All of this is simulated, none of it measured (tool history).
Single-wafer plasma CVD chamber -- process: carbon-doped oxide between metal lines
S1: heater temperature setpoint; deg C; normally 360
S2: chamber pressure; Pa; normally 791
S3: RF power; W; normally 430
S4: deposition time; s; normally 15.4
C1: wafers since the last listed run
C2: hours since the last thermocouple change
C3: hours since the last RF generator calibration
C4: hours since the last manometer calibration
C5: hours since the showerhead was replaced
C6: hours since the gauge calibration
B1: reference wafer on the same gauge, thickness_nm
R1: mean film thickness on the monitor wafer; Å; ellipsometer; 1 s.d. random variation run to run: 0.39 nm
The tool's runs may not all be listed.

run 1 hour=0.0 | S1=360 S2=791 S3=430 S4=15.4 | C1=0 C2=2263.6 C3=724.5 C4=1556.0 C5=25.1 C6=1293.6 | B1=77.827 | R1=691.53
run 2 hour=33.9 | S1=370 S2=791 S3=430 S4=15.4 | C1=777 C2=2297.5 C3=758.4 C4=1589.9 C5=59.0 C6=1327.5 | B1=77.947 | R1=666.80
run 3 hour=58.9 | S1=360 S2=791 S3=430 S4=17.7 | C1=573 C2=2322.5 C3=783.4 C4=1614.9 C5=84.0 C6=1352.5 | B1=77.855 | R1=778.42
-- hour=79.6 thermocouple changed; heater temperature recalibrated
run 4 hour=128.5 | S1=360 S2=791 S3=430 S4=17.7 | C1=1413 C2=48.9 C3=853.0 C4=1684.5 C5=153.6 C6=1422.1 | B1=77.679 | R1=782.90
-- hour=152.6 capacitance manometer re-zeroed and calibrated
run 5 hour=153.1 | S1=360 S2=791 S3=485 S4=17.2 | C1=380 C2=73.5 C3=877.6 C4=0.5 C5=178.2 C6=1446.7 | B1=77.807 | R1=827.63
run 6 hour=168.2 | S1=360 S2=791 S3=405 S4=15.4 | C1=346 C2=88.6 C3=892.7 C4=15.6 C5=193.3 C6=1461.8 | B1=77.754 | R1=655.74
run 7 hour=198.5 | S1=360 S2=791 S3=430 S4=15.4 | C1=695 C2=118.9 C3=923.0 C4=45.9 C5=223.6 C6=1492.1 | B1=77.616 | R1=691.11
run 8 hour=217.3 | S1=360 S2=924 S3=485 S4=17.9 | C1=431 C2=137.7 C3=941.8 C4=64.7 C5=242.4 C6=1510.9 | B1=77.830 | R1=866.44
run 9 hour=230.0 | S1=373 S2=791 S3=430 S4=15.4 | C1=291 C2=150.4 C3=954.5 C4=77.4 C5=255.1 C6=1523.6 | B1=77.672 | R1=666.24
-- hour=263.6 RF generator calibrated
run 10 hour=314.8 | S1=347 S2=791 S3=360 S4=15.4 | C1=1762 C2=235.2 C3=51.2 C4=162.2 C5=339.9 C6=1608.4 | B1=77.877 | R1=619.53
run 11 hour=335.9 | S1=365 S2=607 S3=370 S4=14.3 | C1=484 C2=256.3 C3=72.3 C4=183.3 C5=361.0 C6=1629.5 | B1=77.875 | R1=552.45
-- hour=338.7 gauge calibrated
run 12 hour=357.8 | S1=360 S2=791 S3=430 S4=15.4 | C1=502 C2=278.2 C3=94.2 C4=205.2 C5=382.9 C6=19.1 | B1=79.774 | R1=699.22
run 13 hour=385.1 | S1=371 S2=727 S3=430 S4=15.4 | C1=626 C2=305.5 C3=121.5 C4=232.5 C5=410.2 C6=46.4 | B1=79.888 | R1=680.14
run 14 hour=400.8 | S1=373 S2=855 S3=355 S4=15.4 | C1=360 C2=321.2 C3=137.2 C4=248.2 C5=425.9 C6=62.1 | B1=79.720 | R1=590.97
run 15 hour=420.6 | S1=360 S2=791 S3=475 S4=16.7 | C1=454 C2=341.0 C3=157.0 C4=268.0 C5=445.7 C6=81.9 | B1=79.656 | R1=816.60
run 16 hour=444.6 | S1=364 S2=952 S3=430 S4=16.3 | C1=550 C2=365.0 C3=181.0 C4=292.0 C5=469.7 C6=105.9 | B1=79.411 | R1=744.74
run 17 hour=468.2 | S1=353 S2=791 S3=430 S4=15.4 | C1=541 C2=388.6 C3=204.6 C4=315.6 C5=493.3 C6=129.5 | B1=79.389 | R1=706.28
run 18 hour=488.2 | S1=360 S2=955 S3=430 S4=15.4 | C1=458 C2=408.6 C3=224.6 C4=335.6 C5=513.3 C6=149.5 | B1=79.555 | R1=710.10
run 19 hour=508.7 | S1=369 S2=791 S3=430 S4=15.4 | C1=470 C2=429.1 C3=245.1 C4=356.1 C5=533.8 C6=170.0 | B1=79.648 | R1=685.70
run 20 hour=584.2 | S1=360 S2=791 S3=505 S4=15.4 | C1=1732 C2=504.6 C3=320.6 C4=431.6 C5=609.3 C6=245.5 | B1=79.217 | R1=780.17
run 21 hour=613.1 | S1=346 S2=791 S3=430 S4=15.4 | C1=663 C2=533.5 C3=349.5 C4=460.5 C5=638.2 C6=274.4 | B1=78.878 | R1=714.88
run 22 hour=629.4 | S1=360 S2=684 S3=430 S4=15.4 | C1=374 C2=549.8 C3=365.8 C4=476.8 C5=654.5 C6=290.7 | B1=78.944 | R1=683.18
run 23 hour=646.4 | S1=369 S2=648 S3=465 S4=13.3 | C1=390 C2=566.8 C3=382.8 C4=493.8 C5=671.5 C6=307.7 | B1=78.956 | R1=617.42
run 24 hour=675.1 | S1=360 S2=791 S3=430 S4=15.4 | C1=658 C2=595.5 C3=411.5 C4=522.5 C5=700.2 C6=336.4 | B1=78.957 | R1=697.84
run 25 hour=696.4 | S1=364 S2=952 S3=430 S4=16.3 | C1=488 C2=616.8 C3=432.8 C4=543.8 C5=721.5 C6=357.7 | B1=78.791 | R1=736.69
run 26 hour=710.6 | S1=348 S2=716 S3=475 S4=12.8 | C1=325 C2=631.0 C3=447.0 C4=558.0 C5=735.7 C6=371.9 | B1=78.821 | R1=633.83
run 27 hour=742.8 | S1=346 S2=727 S3=430 S4=15.4 | C1=738 C2=663.2 C3=479.2 C4=590.2 C5=767.9 C6=404.1 | B1=78.747 | R1=720.48
run 28 hour=757.5 | S1=345 S2=859 S3=430 S4=16.7 | C1=337 C2=677.9 C3=493.9 C4=604.9 C5=782.6 C6=418.8 | B1=78.755 | R1=775.07

Measured result minus the same run's result without the hidden state. Both carry the same run-to-run variation, though not necessarily the same gauge scatter:
What the log doesn't record here: wafer temperature above the value expected at the setpoint (K); delivered RF power above the setpoint (%); true pressure above the setpoint (%); gauge reads high (%).
run=1 R1=-21.48
run=2 R1=-20.81
run=3 R1=-24.37
run=4 R1=-24.72
run=5 R1=-26.20
run=6 R1=-20.79
run=7 R1=-21.97
run=8 R1=-27.60
run=9 R1=-21.24
run=10 R1=-19.89
run=11 R1=-17.76
run=12 R1=-3.26
run=13 R1=-4.17
run=14 R1=-4.09
run=15 R1=-6.47
run=16 R1=-6.75
run=17 R1=-7.15
run=18 R1=-7.81
run=19 R1=-8.13
run=20 R1=-11.50
run=21 R1=-11.26
run=22 R1=-11.13
run=23 R1=-10.39
run=24 R1=-12.36
run=25 R1=-13.50
run=26 R1=-11.87
run=27 R1=-14.12
run=28 R1=-15.48

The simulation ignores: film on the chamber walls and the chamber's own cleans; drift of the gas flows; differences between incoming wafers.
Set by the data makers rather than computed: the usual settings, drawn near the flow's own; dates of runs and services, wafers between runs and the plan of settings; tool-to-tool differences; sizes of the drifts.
